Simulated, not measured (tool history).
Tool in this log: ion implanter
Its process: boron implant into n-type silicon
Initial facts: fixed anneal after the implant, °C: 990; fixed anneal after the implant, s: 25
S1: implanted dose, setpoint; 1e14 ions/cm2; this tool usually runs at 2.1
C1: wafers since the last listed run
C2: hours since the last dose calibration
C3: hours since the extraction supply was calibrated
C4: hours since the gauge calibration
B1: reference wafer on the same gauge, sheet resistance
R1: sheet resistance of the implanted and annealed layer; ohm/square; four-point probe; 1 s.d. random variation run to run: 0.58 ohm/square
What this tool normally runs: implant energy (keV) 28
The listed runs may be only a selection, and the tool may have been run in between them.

Run 1, day 0: usual settings; C1 0; C2 2216.8; C3 5730.9; C4 516.1; B1 318.99. Result: R1 403.3 ohm/square.
Run 2, day 0.354: usual settings but S1 1.78 1e14 ions/cm2; C1 133; C2 2225.3; C3 5739.4; C4 524.6; B1 319.1. Result: R1 454.21 ohm/square.
Run 3, day 0.871: usual settings but S1 1.78 1e14 ions/cm2; C1 194; C2 2237.7; C3 5751.8; C4 537; B1 318.99. Result: R1 455.86 ohm/square.
Run 4, day 1.129: usual settings but S1 1.78 1e14 ions/cm2; C1 97; C2 2243.9; C3 5758; C4 543.2; B1 318.96. Result: R1 455.37 ohm/square.
Run 5, day 1.462: usual settings; C1 125; C2 2251.9; C3 5766; C4 551.2; B1 319.04. Result: R1 403.16 ohm/square.
Run 6, day 1.783: usual settings; C1 121; C2 2259.6; C3 5773.7; C4 558.9; B1 318.99. Result: R1 402.33 ohm/square.
Run 7, day 2.483: usual settings; C1 264; C2 2276.4; C3 5790.5; C4 575.7; B1 318.95. Result: R1 403.65 ohm/square.
Run 8, day 3.108: usual settings but S1 2.59 1e14 ions/cm2; C1 235; C2 2291.4; C3 5805.5; C4 590.7; B1 318.97. Result: R1 343.41 ohm/square.
Run 9, day 4.062: usual settings but S1 2.59 1e14 ions/cm2; C1 359; C2 2314.3; C3 5828.4; C4 613.6; B1 318.92. Result: R1 344.5 ohm/square.
Run 10, day 4.675: usual settings but S1 2.59 1e14 ions/cm2; C1 231; C2 2329; C3 5843.1; C4 628.3; B1 319.03. Result: R1 345.08 ohm/square.
At day 4.858: gauge calibrated.
Run 11, day 5.012: usual settings but S1 2.38 1e14 ions/cm2; C1 127; C2 2337.1; C3 5851.2; C4 3.7; B1 319. Result: R1 369.03 ohm/square.
Run 12, day 5.596: usual settings but S1 2.38 1e14 ions/cm2; C1 220; C2 2351.1; C3 5865.2; C4 17.7; B1 319.03. Result: R1 368.96 ohm/square.
Run 13, day 5.921: usual settings but S1 1.61 1e14 ions/cm2, implant energy (keV) 20; C1 122; C2 2358.9; C3 5873; C4 25.5; B1 318.98. Result: R1 519.33 ohm/square.
Run 14, day 6.3: usual settings but S1 1.81 1e14 ions/cm2; C1 143; C2 2368; C3 5882.1; C4 34.6; B1 318.96. Result: R1 452.4 ohm/square.
Run 15, day 6.883: usual settings but S1 2.65 1e14 ions/cm2, implant energy (keV) 34; C1 220; C2 2382; C3 5896.1; C4 48.6; B1 319. Result: R1 333.18 ohm/square.
Run 16, day 8.321: usual settings; C1 542; C2 2416.5; C3 5930.6; C4 83.1; B1 318.99. Result: R1 405 ohm/square.
Run 17, day 8.85: usual settings; C1 199; C2 2429.2; C3 5943.3; C4 95.8; B1 319. Result: R1 405.53 ohm/square.
Run 18, day 9.254: usual settings but S1 2.52 1e14 ions/cm2, implant energy (keV) 24.5; C1 152; C2 2438.9; C3 5953; C4 105.5; B1 318.9. Result: R1 359.16 ohm/square.
Run 19, day 9.942: usual settings but implant energy (keV) 31; C1 259; C2 2455.4; C3 5969.5; C4 122; B1 318.97. Result: R1 401.68 ohm/square.
Run 20, day 10.912: usual settings; C1 366; C2 2478.7; C3 5992.8; C4 145.3; B1 319.12. Result: R1 406.47 ohm/square.
Run 21, day 11.483: usual settings; C1 215; C2 2492.4; C3 6006.5; C4 159; B1 318.99. Result: R1 406.99 ohm/square.
Run 22, day 11.738: usual settings but S1 1.92 1e14 ions/cm2, implant energy (keV) 35; C1 95; C2 2498.5; C3 6012.6; C4 165.1; B1 318.97. Result: R1 420.93 ohm/square.
Run 23, day 12.329: usual settings; C1 223; C2 2512.7; C3 6026.8; C4 179.3; B1 319. Result: R1 406.02 ohm/square.
At day 13.046: extraction supply calibrated.
Run 24, day 13.067: usual settings but S1 1.74 1e14 ions/cm2; C1 152; C2 2530.4; C3 0.5; C4 197; B1 318.87. Result: R1 468.86 ohm/square.
At day 13.479: Faraday cup replaced and dose calibrated.
Run 25, day 13.5: usual settings; C1 37; C2 0.5; C3 10.9; C4 207.4; B1 319. Result: R1 387.74 ohm/square.
Run 26, day 13.683: usual settings but S1 1.89 1e14 ions/cm2, implant energy (keV) 21; C1 69; C2 4.9; C3 15.3; C4 211.8; B1 318.97. Result: R1 436.66 ohm/square.
Run 27, day 14.021: usual settings but S1 2.31 1e14 ions/cm2, implant energy (keV) 21.5; C1 127; C2 13; C3 23.4; C4 219.9; B1 318.99. Result: R1 372.61 ohm/square.
Run 28, day 15.608: usual settings but S1 1.81 1e14 ions/cm2, implant energy (keV) 34.5; C1 598; C2 51.1; C3 61.5; C4 258; B1 318.89. Result: R1 419.84 ohm/square.
Run 29, day 16.104: usual settings but S1 1.86 1e14 ions/cm2, implant energy (keV) 35; C1 187; C2 63; C3 73.4; C4 269.9; B1 318.97. Result: R1 410.98 ohm/square.
Run 30, day 16.467: usual settings; C1 136; C2 71.7; C3 82.1; C4 278.6; B1 318.93. Result: R1 387.85 ohm/square.
Run 31, day 16.962: usual settings but S1 1.61 1e14 ions/cm2; C1 187; C2 83.6; C3 94; C4 290.5; B1 319.03. Result: R1 473.2 ohm/square.
Run 32, day 17.35: usual settings but S1 2.63 1e14 ions/cm2, implant energy (keV) 32.5; C1 146; C2 92.9; C3 103.3; C4 299.8; B1 318.99. Result: R1 322.53 ohm/square.
Run 33, day 18.388: usual settings but S1 2.64 1e14 ions/cm2; C1 391; C2 117.8; C3 128.2; C4 324.7; B1 318.99. Result: R1 326.64 ohm/square.
Run 34, day 18.938: usual settings; C1 207; C2 131; C3 141.4; C4 337.9; B1 318.89. Result: R1 388.41 ohm/square.
Run 35, day 19.679: usual settings but implant energy (keV) 34; C1 279; C2 148.8; C3 159.2; C4 355.7; B1 319.01. Result: R1 377.8 ohm/square.
Run 36, day 20.133: usual settings but S1 2.41 1e14 ions/cm2; C1 171; C2 159.7; C3 170.1; C4 366.6; B1 319. Result: R1 350.24 ohm/square.
Run 37, day 20.788: usual settings but S1 2.58 1e14 ions/cm2; C1 246; C2 175.4; C3 185.8; C4 382.3; B1 318.97. Result: R1 332.32 ohm/square.

Each row is a separate what-if for the run after 37, all from the same tool condition, not one after another. Results?
Run A, day 20.804: usual settings; C1 6; C2 175.8; C3 186.2; C4 382.7; B1 ?. Result: R1 ?.
Run B, day 20.804: usual settings but S1 1.75 1e14 ions/cm2, implant energy (keV) 33; C1 6; C2 175.8; C3 186.2; C4 382.7; B1 ?. Result: R1 ?.
Run C, day 20.804: usual settings but implant energy (keV) 36.5; C1 6; C2 175.8; C3 186.2; C4 382.7; B1 ?. Result: R1 ?.
Run D, day 20.804: usual settings but S1 1.54 1e14 ions/cm2, implant energy (keV) 19; C1 6; C2 175.8; C3 186.2; C4 382.7; B1 ?. Result: R1 ?.

run      B1      R1
  A  319.04  387.87
  B  319.04  433.53
  C  319.04  374.45
  D  319.04  518.61
With no hidden state in the tool, these same runs would have given:
run      R1
  A  384.22
  B   429.6
  C  371.06
  D  513.59
